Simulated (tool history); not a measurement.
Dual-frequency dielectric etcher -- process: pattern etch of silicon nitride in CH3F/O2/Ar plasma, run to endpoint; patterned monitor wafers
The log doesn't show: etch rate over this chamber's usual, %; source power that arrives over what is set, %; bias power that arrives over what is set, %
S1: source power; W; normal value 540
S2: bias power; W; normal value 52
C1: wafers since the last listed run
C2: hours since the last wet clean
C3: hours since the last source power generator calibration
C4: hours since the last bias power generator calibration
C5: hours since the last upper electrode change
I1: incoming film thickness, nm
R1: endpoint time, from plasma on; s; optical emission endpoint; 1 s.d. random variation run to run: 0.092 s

| run | hour | S1 | S2 | C1 | C2 | C3 | C4 | C5 | I1 | R1 |
|---|---|---|---|---|---|---|---|---|---|---|
| 1 | 0.0 | 540 | 52 | 0 | 243.5 | 2075.8 | 2329.7 | 2165.7 | 19.28 | 26.0 |
| 2 | 13.2 | 540 | 52 | 137 | 256.7 | 2089.0 | 2342.9 | 2178.9 | 19.14 | 25.9 |
| 3 | 21.5 | 590 | 52 | 86 | 265.0 | 2097.3 | 2351.2 | 2187.2 | 19.34 | 25.0 |
| 4 | 38.0 | 590 | 52 | 172 | 281.5 | 2113.8 | 2367.7 | 2203.7 | 19.31 | 25.2 |
| 5 | 70.0 | 540 | 52 | 333 | 313.5 | 2145.8 | 2399.7 | 2235.7 | 19.11 | 25.8 |
| 6 | 84.8 | 640 | 52 | 154 | 328.3 | 2160.6 | 2414.5 | 2250.5 | 19.23 | 24.2 |
| 7 | 101.5 | 640 | 52 | 174 | 345.0 | 2177.3 | 2431.2 | 2267.2 | 19.37 | 24.2 |
| 8 | 107.9 | 490 | 43 | 66 | 351.4 | 2183.7 | 2437.6 | 2273.6 | 19.31 | 28.1 |
| 9 | 121.5 | 490 | 43 | 141 | 365.0 | 2197.3 | 2451.2 | 2287.2 | 19.44 | 28.3 |
| 10 | 129.8 | 490 | 43 | 86 | 373.3 | 2205.6 | 2459.5 | 2295.5 | 19.20 | 27.8 |
| 11 | 141.4 | 540 | 52 | 120 | 384.9 | 2217.2 | 2471.1 | 2307.1 | 19.22 | 25.6 |
|  | 181.0 | bias power generator calibrated |
| 12 | 181.5 | 540 | 52 | 376 | 425.0 | 2257.3 | 0.5 | 2347.2 | 19.44 | 26.1 |
| 13 | 186.5 | 540 | 52 | 52 | 430.0 | 2262.3 | 5.5 | 2352.2 | 19.36 | 25.8 |
| 14 | 195.8 | 540 | 52 | 96 | 439.3 | 2271.6 | 14.8 | 2361.5 | 19.34 | 25.8 |
| 15 | 202.7 | 490 | 52 | 71 | 446.2 | 2278.5 | 21.7 | 2368.4 | 19.39 | 26.9 |
| 16 | 216.7 | 680 | 48 | 145 | 460.2 | 2292.5 | 35.7 | 2382.4 | 19.27 | 23.7 |
| 17 | 229.4 | 590 | 40 | 132 | 472.9 | 2305.2 | 48.4 | 2395.1 | 19.20 | 25.9 |
|  | 256.4 | wet clean of the chamber |
|  | 280.4 | source power generator calibrated |
| 18 | 280.9 | 680 | 59 | 245 | 24.5 | 0.5 | 99.9 | 2446.6 | 19.10 | 23.8 |
| 19 | 290.2 | 540 | 52 | 96 | 33.8 | 9.8 | 109.2 | 2455.9 | 19.30 | 27.2 |
|  | 320.5 | upper electrode replaced |
|  | 328.2 | wet clean of the chamber, repeated, since the last time left the tool worse |
| 20 | 328.7 | 540 | 52 | 70 | 0.5 | 48.3 | 147.7 | 8.2 | 19.30 | 26.3 |
| 21 | 329.0 | 470 | 46 | 3 | 0.8 | 48.6 | 148.0 | 8.5 | 19.36 | 28.9 |
| 22 | 329.4 | 660 | 46 | 4 | 1.2 | 49.0 | 148.4 | 8.9 | 19.34 | 24.8 |
| 23 | 339.8 | 540 | 52 | 108 | 11.6 | 59.4 | 158.8 | 19.3 | 19.32 | 26.5 |
| 24 | 357.7 | 470 | 46 | 186 | 29.5 | 77.3 | 176.7 | 37.2 | 19.22 | 28.3 |
| 25 | 369.0 | 680 | 56 | 117 | 40.8 | 88.6 | 188.0 | 48.5 | 19.40 | 23.7 |
| 26 | 385.7 | 490 | 64 | 174 | 57.5 | 105.3 | 204.7 | 65.2 | 19.23 | 26.1 |
| 27 | 399.1 | 540 | 55 | 139 | 70.9 | 118.7 | 218.1 | 78.6 | 19.20 | 25.8 |
| 28 | 415.2 | 480 | 61 | 167 | 87.0 | 134.8 | 234.2 | 94.7 | 19.27 | 26.6 |
| 29 | 429.0 | 540 | 52 | 143 | 100.8 | 148.6 | 248.0 | 108.5 | 19.47 | 26.5 |
| 30 | 444.3 | 500 | 58 | 159 | 116.1 | 163.9 | 263.3 | 123.8 | 19.39 | 26.5 |
| 31 | 459.3 | 540 | 52 | 156 | 131.1 | 178.9 | 278.3 | 138.8 | 19.28 | 26.1 |

4 ways to go on from here, each from the tool as it stands after run 31. What would each give?
| A | 459.7 | 540 | 52 | 4 | 131.5 | 179.3 | 278.7 | 139.2 | 19.16 | ? |
| B | 459.7 | 580 | 52 | 4 | 131.5 | 179.3 | 278.7 | 139.2 | 19.16 | ? |
| C | 459.7 | 670 | 64 | 4 | 131.5 | 179.3 | 278.7 | 139.2 | 19.16 | ? |
| D | 459.7 | 620 | 60 | 4 | 131.5 | 179.3 | 278.7 | 139.2 | 19.16 | ? |

| run | R1 |
|---|---|
| A | 25.9 |
| B | 25.1 |
| C | 22.6 |
| D | 23.7 |
Stripped of hidden state, with their random variation kept, the same runs would have yielded:
| run | R1 |
|---|---|
| A | 26.0 |
| B | 25.3 |
| C | 22.8 |
| D | 23.9 |
